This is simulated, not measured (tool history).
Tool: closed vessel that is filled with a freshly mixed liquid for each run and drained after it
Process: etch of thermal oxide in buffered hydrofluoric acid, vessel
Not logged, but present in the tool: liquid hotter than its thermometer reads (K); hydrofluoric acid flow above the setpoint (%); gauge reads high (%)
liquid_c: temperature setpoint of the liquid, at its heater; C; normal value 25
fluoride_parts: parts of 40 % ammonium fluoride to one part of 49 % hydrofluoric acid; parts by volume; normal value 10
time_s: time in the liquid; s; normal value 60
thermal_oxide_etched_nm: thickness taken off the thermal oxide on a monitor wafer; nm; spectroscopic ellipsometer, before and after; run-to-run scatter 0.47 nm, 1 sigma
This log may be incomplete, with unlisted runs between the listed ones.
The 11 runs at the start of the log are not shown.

run,hour,liquid_c,fluoride_parts,time_s,wafers since the last listed run,hours since the thermometer was replaced,hours since the hydrofluoric acid flow meter was replaced,hours since the gauge calibration,"read-back film thickness of the thermal oxide reference wafer, read on the same gauge (nm)",thermal_oxide_etched_nm
# hour 354.6: hydrofluoric acid flow meter replaced
12,361.9,25,10,50,3624,2435.4,7.3,74.3,100,62.68
13,387.4,25,10,50,2888,2460.9,32.8,99.8,99.99,63.16
14,416.5,25,10,60,3296,2490,61.9,128.9,100,74.98
15,433.1,25,10,80,1880,2506.6,78.5,145.5,100.03,99.88
16,448.6,25,11.5,60,1755,2522.1,94,161,99.98,64.44
17,471.1,22.5,10,60,2548,2544.6,116.5,183.5,99.99,65.78
18,494,21,7,35,2593,2567.5,139.4,206.4,99.99,49.02
19,508.3,22,13,45,1619,2581.8,153.7,220.7,100.01,36.77
20,529.5,25,8,60,2401,2603,174.9,241.9,99.98,91.25
21,556.4,25,10,45,3047,2629.9,201.8,268.8,99.98,55.77
# hour 576.2: thermometer replaced
22,584.7,27,8,60,3092,8.5,230.1,297.1,99.99,100.94
23,606.9,28,10,70,2514,30.7,252.3,319.3,99.99,102.5
24,625.6,21.5,13,60,2118,49.4,271,338,99.99,47.59
25,651.6,25,10,60,2945,75.4,297,364,100,75.06
26,673.4,25,14,60,2469,97.2,318.8,385.8,99.98,54.27

Run 27 has not been measured yet. What should we expect?
27,694.6,25,6,30,2401,118.4,340,407,?,?

Run 27 yielded read-back film thickness of the thermal oxide reference wafer, read on the same gauge (nm) 100, thermal_oxide_etched_nm 59.94 nm.
Minus the tool's unlogged condition, the same run would have read thermal_oxide_etched_nm 59.94 nm.
